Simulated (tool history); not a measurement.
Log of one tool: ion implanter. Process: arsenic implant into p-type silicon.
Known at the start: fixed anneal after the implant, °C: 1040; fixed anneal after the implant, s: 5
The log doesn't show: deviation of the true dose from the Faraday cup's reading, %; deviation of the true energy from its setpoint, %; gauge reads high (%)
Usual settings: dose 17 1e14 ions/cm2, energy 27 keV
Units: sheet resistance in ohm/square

run,day,dose,energy,wafers since the last listed run,hours since the last dose calibration,hours since the extraction supply was calibrated,hours since the gauge calibration,"read-back reference wafer on the same gauge, sheet resistance",sheet resistance
1,0,17,27,0,500.8,5177.6,1636.2,91.4,98.66
2,3.792,17,27,2006,591.8,5268.6,1727.2,91.42,98.09
3,8.246,17,27,2357,698.7,5375.5,1834.1,91.44,98.41
4,10.417,17,27,1148,750.8,5427.6,1886.2,91.38,98.01
5,12.233,17,27,961,794.4,5471.2,1929.8,91.37,97.9
6,15.321,17,27,1633,868.5,5545.3,2003.9,91.36,97.64
7,16.929,17,27,851,907.1,5583.9,2042.5,91.41,97.67
8,20.129,17,27,1693,983.9,5660.7,2119.3,91.35,97.92
9,21.633,17,22,796,1020,5696.8,2155.4,91.44,105.42
10,24.688,17,22,1616,1093.3,5770.1,2228.7,91.39,105.83
# day 25.7: Faraday cup replaced and dose calibrated
11,28.871,17,27,2037,76.1,5870.5,2329.1,91.39,98.71
12,31.433,17,27,1356,137.6,5932,2390.6,91.38,98.19
13,35.8,13.32,27,2310,242.4,6036.8,2495.4,91.35,106.26
14,38.15,18.85,27,1243,298.8,6093.2,2551.8,91.38,96.21
# day 40.571: gauge calibrated
15,42.333,18.47,27,2213,399.2,6193.6,42.3,91.39,95.55
16,46.342,17,30,2121,495.4,6289.8,138.5,91.44,94.13
17,50.042,18.88,36,1958,584.2,6378.6,227.3,91.38,84.45
18,53.458,17,27,1808,666.2,6460.6,309.3,91.4,97.56
19,57.262,20.41,22.5,2013,757.5,6551.9,400.6,91.43,101.27
20,59.704,17,27,1292,816.1,6610.5,459.2,91.44,97.21
21,62.042,19.24,21,1237,872.2,6666.6,515.3,91.4,105.23
22,65.429,18.47,27,1792,953.5,6747.9,596.6,91.39,95.69
23,67.458,19.43,22.5,1073,1002.2,6796.6,645.3,91.38,102.25
24,70.583,19.74,32.5,1653,1077.2,6871.6,720.3,91.41,86.67
25,72.883,15.66,27,1217,1132.4,6926.8,775.5,91.45,100.12
# day 75.404: Faraday cup replaced and dose calibrated
26,75.425,14.66,31.5,1168,0.5,6987.8,836.5,91.45,97.57
27,78.246,17,27,1492,68.2,7055.5,904.2,91.4,98.59
28,79.779,19.97,27,811,105,7092.3,941,91.35,94.99
# day 81.188: extraction supply calibrated
29,81.933,21.26,24,963,156.7,17.9,992.7,91.47,97.79
30,90.942,17,27,4767,372.9,234.1,1208.9,91.47,98.59
31,102.833,17,32,6293,658.3,519.5,1494.3,91.34,91.71
32,107.071,17,27,2242,760,621.2,1596,91.41,97.72
33,109.288,19.68,24.5,1173,813.2,674.4,1649.2,91.39,98.22
34,111.2,14.66,31.5,1012,859.1,720.3,1695.1,91.39,96.69
35,114.938,17,27,1977,948.8,810,1784.8,91.36,97.87
36,116.454,13.43,20,802,985.2,846.4,1821.2,91.42,116.43

5 ways to go on from here, each from the tool as it stands after run 36. What would each give?
A,116.471,17,27,8,985.6,846.8,1821.6,?,?
B,116.471,13.13,23.5,8,985.6,846.8,1821.6,?,?
C,116.471,20.68,32.5,8,985.6,846.8,1821.6,?,?
D,116.471,17,33.5,8,985.6,846.8,1821.6,?,?
E,116.471,20.95,27,8,985.6,846.8,1821.6,?,?

run,"read-back reference wafer on the same gauge, sheet resistance",sheet resistance
A,91.41,97.29
B,91.41,110.83
C,91.41,85.76
D,91.41,89.35
E,91.41,92.84
Without the tool's hidden state the same runs would have given:
run,sheet resistance
A,98.18
B,112.21
C,86.45
D,90.33
E,93.45

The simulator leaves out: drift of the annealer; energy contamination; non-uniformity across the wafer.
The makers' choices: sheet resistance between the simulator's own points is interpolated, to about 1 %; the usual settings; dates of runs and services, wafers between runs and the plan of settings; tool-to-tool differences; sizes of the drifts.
